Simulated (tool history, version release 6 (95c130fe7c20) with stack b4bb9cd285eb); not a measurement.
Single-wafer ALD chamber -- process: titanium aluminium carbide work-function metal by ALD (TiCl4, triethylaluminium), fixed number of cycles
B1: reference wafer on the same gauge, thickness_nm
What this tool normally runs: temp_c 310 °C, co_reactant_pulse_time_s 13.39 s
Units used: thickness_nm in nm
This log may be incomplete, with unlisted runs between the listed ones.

run 1 day=0 | temp_c=317 co_reactant_pulse_time_s=13.39 | B1=1.988 | thickness_nm=2.257
run 2 day=0.633 | temp_c=317 co_reactant_pulse_time_s=13.39 | B1=1.991 | thickness_nm=2.26
run 3 day=0.983 | temp_c=310 co_reactant_pulse_time_s=11.83 | B1=1.989 | thickness_nm=2.166
run 4 day=1.517 | temp_c=310 co_reactant_pulse_time_s=11.83 | B1=1.99 | thickness_nm=2.164
run 5 day=2.067 | temp_c=310 co_reactant_pulse_time_s=11.83 | B1=1.989 | thickness_nm=2.162
run 6 day=2.438 | temp_c=310 co_reactant_pulse_time_s=13.39 | B1=1.99 | thickness_nm=2.182
run 7 day=2.871 | temp_c=310 co_reactant_pulse_time_s=13.39 | B1=1.991 | thickness_nm=2.178
run 8 day=3.212 | temp_c=310 co_reactant_pulse_time_s=13.39 | B1=1.991 | thickness_nm=2.18
run 9 day=3.567 | temp_c=310 co_reactant_pulse_time_s=13.39 | B1=1.99 | thickness_nm=2.182
run 10 day=3.929 | temp_c=310 co_reactant_pulse_time_s=13.39 | B1=1.989 | thickness_nm=2.166
run 11 day=4.238 | temp_c=310 co_reactant_pulse_time_s=13.39 | B1=1.99 | thickness_nm=2.182
run 12 day=4.65 | temp_c=310 co_reactant_pulse_time_s=13.39 | B1=1.989 | thickness_nm=2.176
run 13 day=5.342 | temp_c=310 co_reactant_pulse_time_s=13.39 | B1=1.99 | thickness_nm=2.188
-- day=6.312 showerhead replaced
run 14 day=6.333 | temp_c=310 co_reactant_pulse_time_s=13.39 | B1=1.99 | thickness_nm=2.187
run 15 day=6.35 | temp_c=310 co_reactant_pulse_time_s=13.39 | B1=1.99 | thickness_nm=2.176
run 16 day=6.979 | temp_c=302 co_reactant_pulse_time_s=13.39 | B1=1.991 | thickness_nm=2.085
run 17 day=7.633 | temp_c=306 co_reactant_pulse_time_s=8.66 | B1=1.988 | thickness_nm=2.069
run 18 day=8.183 | temp_c=322 co_reactant_pulse_time_s=8.2 | B1=1.989 | thickness_nm=2.194
-- day=8.85 thermocouple changed; heater temperature recalibrated
-- day=8.946 triethylaluminium bottle replaced
run 19 day=8.967 | temp_c=306 co_reactant_pulse_time_s=8.58 | B1=1.991 | thickness_nm=2.056
-- day=9.138 gauge calibrated
run 20 day=9.612 | temp_c=310 co_reactant_pulse_time_s=13.39 | B1=1.99 | thickness_nm=2.184
run 21 day=9.938 | temp_c=310 co_reactant_pulse_time_s=13.39 | B1=1.991 | thickness_nm=2.174

Estimate the outcome of run 22 from the log above:
run 22 day=10.408 | temp_c=304 co_reactant_pulse_time_s=18.01 | B1=? | thickness_nm=?

{"run 22": {"B1": 1.99, "thickness_nm": 2.131}}
The same run, on a tool lacking any hidden state, would have yielded thickness_nm 2.131 nm.

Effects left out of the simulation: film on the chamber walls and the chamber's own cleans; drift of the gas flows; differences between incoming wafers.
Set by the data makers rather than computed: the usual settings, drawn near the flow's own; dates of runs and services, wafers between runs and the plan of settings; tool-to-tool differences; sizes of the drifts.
